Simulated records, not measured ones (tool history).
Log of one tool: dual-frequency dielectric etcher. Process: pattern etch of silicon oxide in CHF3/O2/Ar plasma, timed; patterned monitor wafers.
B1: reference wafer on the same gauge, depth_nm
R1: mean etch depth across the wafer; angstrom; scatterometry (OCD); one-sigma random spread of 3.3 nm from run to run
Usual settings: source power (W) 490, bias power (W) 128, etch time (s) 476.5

Run 1, hour 0.0: usual settings; B1 645.8. Result: R1 7446 angstrom.
Run 2, hour 41.9: usual settings; B1 644.6. Result: R1 7484 angstrom.
Run 3, hour 217.2: usual settings; B1 647.3. Result: R1 7303 angstrom.
Run 4, hour 286.1: usual settings; B1 645.6. Result: R1 7297 angstrom.
At hour 367.8: wet clean of the chamber.
Run 5, hour 389.9: usual settings; B1 645.2. Result: R1 7523 angstrom.
Run 6, hour 451.2: usual settings; B1 645.4. Result: R1 7454 angstrom.
Run 7, hour 496.0: usual settings; B1 647.5. Result: R1 7439 angstrom.
Run 8, hour 676.6: usual settings but etch time (s) 542.5; B1 646.8. Result: R1 8335 angstrom.
Run 9, hour 718.8: usual settings but etch time (s) 542.5; B1 647.6. Result: R1 8237 angstrom.
At hour 740.6: source power generator calibrated.
Run 10, hour 795.2: usual settings but etch time (s) 542.5; B1 644.7. Result: R1 8198 angstrom.
At hour 878.9: wet clean of the chamber.
Run 11, hour 879.4: usual settings; B1 644.6. Result: R1 7490 angstrom.
Run 12, hour 978.1: usual settings but etch time (s) 381.0; B1 646.8. Result: R1 5941 angstrom.
Run 13, hour 1066.7: usual settings but source power (W) 390, bias power (W) 108, etch time (s) 383.0; B1 646.3. Result: R1 5020 angstrom.
Run 14, hour 1117.8: usual settings but source power (W) 450; B1 645.7. Result: R1 7110 angstrom.
At hour 1121.9: gauge calibrated.
At hour 1169.6: upper electrode replaced.
Run 15, hour 1196.2: usual settings but source power (W) 550, etch time (s) 404.0; B1 645.8. Result: R1 6402 angstrom.
Run 16, hour 1303.9: usual settings but etch time (s) 542.5; B1 646.0. Result: R1 8184 angstrom.
At hour 1333.9: wet clean of the chamber.
Run 17, hour 1520.8: usual settings; B1 647.1. Result: R1 7333 angstrom.
Run 18, hour 1609.2: usual settings but source power (W) 570, bias power (W) 117, etch time (s) 568.5; B1 645.7. Result: R1 8937 angstrom.
Run 19, hour 1673.3: usual settings; B1 647.1. Result: R1 7315 angstrom.
At hour 1779.4: wet clean of the chamber.
Run 20, hour 1779.9: usual settings; B1 647.1. Result: R1 7433 angstrom.
At hour 1831.2: bias power generator calibrated.
Run 21, hour 1832.9: usual settings; B1 647.3. Result: R1 7383 angstrom.
Run 22, hour 1930.0: usual settings but etch time (s) 604.0; B1 644.6. Result: R1 9266 angstrom.
Run 23, hour 2032.6: usual settings; B1 645.4. Result: R1 7336 angstrom.
Run 24, hour 2119.7: usual settings but source power (W) 400; B1 645.5. Result: R1 6695 angstrom.
Run 25, hour 2216.2: usual settings but bias power (W) 140; B1 645.8. Result: R1 7415 angstrom.
At hour 2284.8: wet clean of the chamber.
Run 26, hour 2298.4: usual settings but source power (W) 410, bias power (W) 154, etch time (s) 337.0; B1 645.7. Result: R1 5310 angstrom.
Run 27, hour 2339.0: usual settings but source power (W) 540; B1 645.3. Result: R1 7704 angstrom.
At hour 2397.8: source power generator calibrated.
Run 28, hour 2441.7: usual settings but source power (W) 420, bias power (W) 104, etch time (s) 598.5; B1 646.4. Result: R1 7921 angstrom.

Below are 5 alternative next runs, each starting from the tool's condition after run 28. Predict each:
Run A, hour 2442.2: usual settings but etch time (s) 393.5; B1 ?. Result: R1 ?.
Run B, hour 2442.2: usual settings but source power (W) 440, bias power (W) 146; B1 ?. Result: R1 ?.
Run C, hour 2442.2: usual settings but source power (W) 600, bias power (W) 97, etch time (s) 351.0; B1 ?. Result: R1 ?.
Run D, hour 2442.2: usual settings but bias power (W) 144, etch time (s) 404.0; B1 ?. Result: R1 ?.
Run E, hour 2442.2: usual settings but source power (W) 410, bias power (W) 106; B1 ?. Result: R1 ?.

run     B1    R1
  A  646.9  6088
  B  646.9  7484
  C  646.9  5222
  D  646.9  6576
  E  646.9  6327
With the hidden condition removed and each run's random variation left untouched, the same runs would have given:
run    R1
  A  6209
  B  7632
  C  5324
  D  6706
  E  6452

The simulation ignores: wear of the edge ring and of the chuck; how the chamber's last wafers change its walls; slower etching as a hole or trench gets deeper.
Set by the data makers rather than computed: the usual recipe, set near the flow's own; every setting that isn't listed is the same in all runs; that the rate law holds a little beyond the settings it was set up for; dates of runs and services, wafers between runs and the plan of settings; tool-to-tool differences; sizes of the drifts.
